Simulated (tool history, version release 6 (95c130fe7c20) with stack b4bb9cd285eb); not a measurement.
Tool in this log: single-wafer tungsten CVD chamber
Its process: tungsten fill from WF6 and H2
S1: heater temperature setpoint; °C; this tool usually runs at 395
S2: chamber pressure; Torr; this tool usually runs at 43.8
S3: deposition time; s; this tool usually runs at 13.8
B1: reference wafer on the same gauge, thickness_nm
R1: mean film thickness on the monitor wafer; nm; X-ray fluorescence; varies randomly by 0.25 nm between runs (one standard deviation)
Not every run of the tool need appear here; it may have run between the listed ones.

| run | hour | S1 | S2 | S3 | B1 | R1 |
|---|---|---|---|---|---|---|
| 1 | 0 | 395 | 43.8 | 13.8 | 39.043 | 47.032 |
| 2 | 50.4 | 395 | 43.8 | 13.8 | 39.012 | 47.122 |
| 3 | 106 | 387 | 43.8 | 13.8 | 38.956 | 40.067 |
| 4 | 138 | 387 | 43.8 | 13.8 | 38.915 | 40.431 |
| 5 | 184.7 | 395 | 43.8 | 13.8 | 39.021 | 47.286 |
| 6 | 209.1 | 395 | 43.8 | 13.8 | 38.995 | 46.914 |
| 7 | 348.4 | 395 | 43.8 | 13.8 | 38.994 | 47.042 |
| 8 | 384.4 | 395 | 43.8 | 13.8 | 38.955 | 47.297 |
| 9 | 451.2 | 395 | 43.8 | 13.8 | 38.971 | 47.15 |
| 10 | 479 | 395 | 43.8 | 13.8 | 39.012 | 47.026 |
| 11 | 507.9 | 395 | 43.8 | 12 | 38.976 | 40.725 |
| 12 | 574.6 | 395 | 43.8 | 12 | 38.915 | 41.244 |
| 13 | 633.4 | 390 | 33.9 | 12.1 | 39.039 | 31.153 |
| 14 | 668.3 | 395 | 35.2 | 13.8 | 38.989 | 40.441 |
| 15 | 722.2 | 395 | 37.1 | 15.4 | 39.036 | 46.655 |
|  | 739 | thermocouple changed; heater temperature recalibrated |
| 16 | 749.6 | 395 | 43.8 | 13.8 | 38.972 | 47.583 |
| 17 | 803.5 | 381 | 43.8 | 13.8 | 39.041 | 35.82 |
| 18 | 851 | 390 | 37.4 | 16.2 | 39.062 | 45.366 |
| 19 | 882.7 | 390 | 33.9 | 12.1 | 39.085 | 30.996 |
| 20 | 914.3 | 395 | 43.8 | 12.1 | 39.007 | 41.718 |
| 21 | 950.1 | 395 | 43.8 | 12 | 38.985 | 41.046 |
|  | 971.1 | gauge calibrated |
|  | 972 | showerhead replaced |
| 22 | 985.6 | 395 | 49.1 | 13.8 | 38.99 | 50.674 |
|  | 996 | capacitance manometer re-zeroed and calibrated |
| 23 | 1032.2 | 401 | 53.4 | 14.9 | 38.943 | 64.66 |
| 24 | 1081.6 | 395 | 34.4 | 13 | 38.968 | 37.211 |
| 25 | 1138.1 | 390 | 54.3 | 14.6 | 39.017 | 51.7 |
| 26 | 1189.8 | 390 | 38.8 | 11.3 | 38.984 | 32.281 |
| 27 | 1224.9 | 395 | 34.5 | 16.1 | 38.976 | 46.526 |
| 28 | 1251.2 | 384 | 40.1 | 11.3 | 39.048 | 29.361 |
| 29 | 1318.6 | 408 | 43.8 | 13.8 | 39.029 | 59.873 |
| 30 | 1366.6 | 406 | 43.8 | 12.9 | 39.007 | 53.825 |
| 31 | 1397.9 | 395 | 47.2 | 13.8 | 39.038 | 49.42 |
| 32 | 1435.2 | 395 | 43.8 | 13.8 | 38.969 | 47.557 |
| 33 | 1502.3 | 395 | 43.8 | 13.8 | 39.019 | 47.493 |
| 34 | 1572.9 | 409 | 53.9 | 11.9 | 39.068 | 59.108 |

Exercise: give the hidden state of the tool at every run:
wafer temperature above the value expected at the setpoint (K): 0 on each run
true pressure above the setpoint (%): 0 on each run
gauge reads high (%): 0 on each run
